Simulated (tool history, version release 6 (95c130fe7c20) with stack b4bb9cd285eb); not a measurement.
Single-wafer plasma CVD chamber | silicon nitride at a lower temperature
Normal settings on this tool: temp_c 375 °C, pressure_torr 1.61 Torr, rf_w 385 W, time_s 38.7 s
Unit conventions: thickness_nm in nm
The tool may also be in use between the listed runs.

run   hour  temp_c  pressure_torr  rf_w  time_s  wafers since the last listed run  hours since the last thermocouple change  hours since the last RF generator calibration  hours since the last manometer calibration  hours since the showerhead was replaced  hours since the gauge calibration  read-back reference wafer on the same gauge, thickness_nm  thickness_nm
  1    0.0     375           1.61   335    35.6                                 0                                    2661.8                                         1435.9                                      1585.0                                   2475.0                              813.9                                                     54.605        44.366
  2   19.5     375           1.61   385    38.7                               353                                    2681.3                                         1455.4                                      1604.5                                   2494.5                              833.4                                                     54.563        51.580
  3   54.3     375           1.61   385    38.7                               630                                    2716.1                                         1490.2                                      1639.3                                   2529.3                              868.2                                                     54.591        51.560
  4   69.7     375           1.61   385    38.7                               279                                    2731.5                                         1505.6                                      1654.7                                   2544.7                              883.6                                                     54.597        51.411
  5   87.5     375           1.61   385    38.7                               322                                    2749.3                                         1523.4                                      1672.5                                   2562.5                              901.4                                                     54.587        51.626
  6  106.6     375           1.61   405    36.9                               346                                    2768.4                                         1542.5                                      1691.6                                   2581.6                              920.5                                                     54.611        50.407
  7  140.3     382           1.61   385    38.7                               610                                    2802.1                                         1576.2                                      1725.3                                   2615.3                              954.2                                                     54.581        51.392
  8  164.8     382           1.61   385    38.7                               444                                    2826.6                                         1600.7                                      1749.8                                   2639.8                              978.7                                                     54.598        51.442
  9  181.2     382           1.61   385    38.7                               297                                    2843.0                                         1617.1                                      1766.2                                   2656.2                              995.1                                                     54.608        51.449
     189.5  -- gauge calibrated
 10  204.2     375           1.61   385    38.7                               416                                    2866.0                                         1640.1                                      1789.2                                   2679.2                               14.7                                                     54.592        51.566
 11  219.5     375           1.61   385    38.7                               277                                    2881.3                                         1655.4                                      1804.5                                   2694.5                               30.0                                                     54.608        51.658
 12  251.2     375           1.61   385    38.7                               574                                    2913.0                                         1687.1                                      1836.2                                   2726.2                               61.7                                                     54.584        51.623
 13  287.0     375           1.61   385    38.7                               648                                    2948.8                                         1722.9                                      1872.0                                   2762.0                               97.5                                                     54.593        51.637
     317.7  -- showerhead replaced
 14  318.2     375           1.73   330    38.7                               420                                    2980.0                                         1754.1                                      1903.2                                      0.5                              128.7                                                     54.596        48.778
     326.6  -- capacitance manometer re-zeroed and calibrated
 15  330.5     380           1.35   385    42.2                                77                                    2992.3                                         1766.4                                         3.9                                     12.8                              141.0                                                     54.594        52.592
     359.2  -- thermocouple changed; heater temperature recalibrated
 16  362.9     375           1.61   385    38.7                               442                                       3.7                                         1798.8                                        36.3                                     45.2                              173.4                                                     54.611        50.644
 17  385.0     375           1.61   385    38.7                               400                                      25.8                                         1820.9                                        58.4                                     67.3                              195.5                                                     54.629        50.595

Expected results for the next run?
 18  408.8     375           1.61   405    31.5                               431                                      49.6                                         1844.7                                        82.2                                     91.1                              219.3                                                          ?             ?

read-back reference wafer on the same gauge, thickness_nm: 54.595
thickness_nm: 42.204 nm
On a tool with no hidden condition, and with the same random variation, this run would have come out at thickness_nm 44.129 nm.
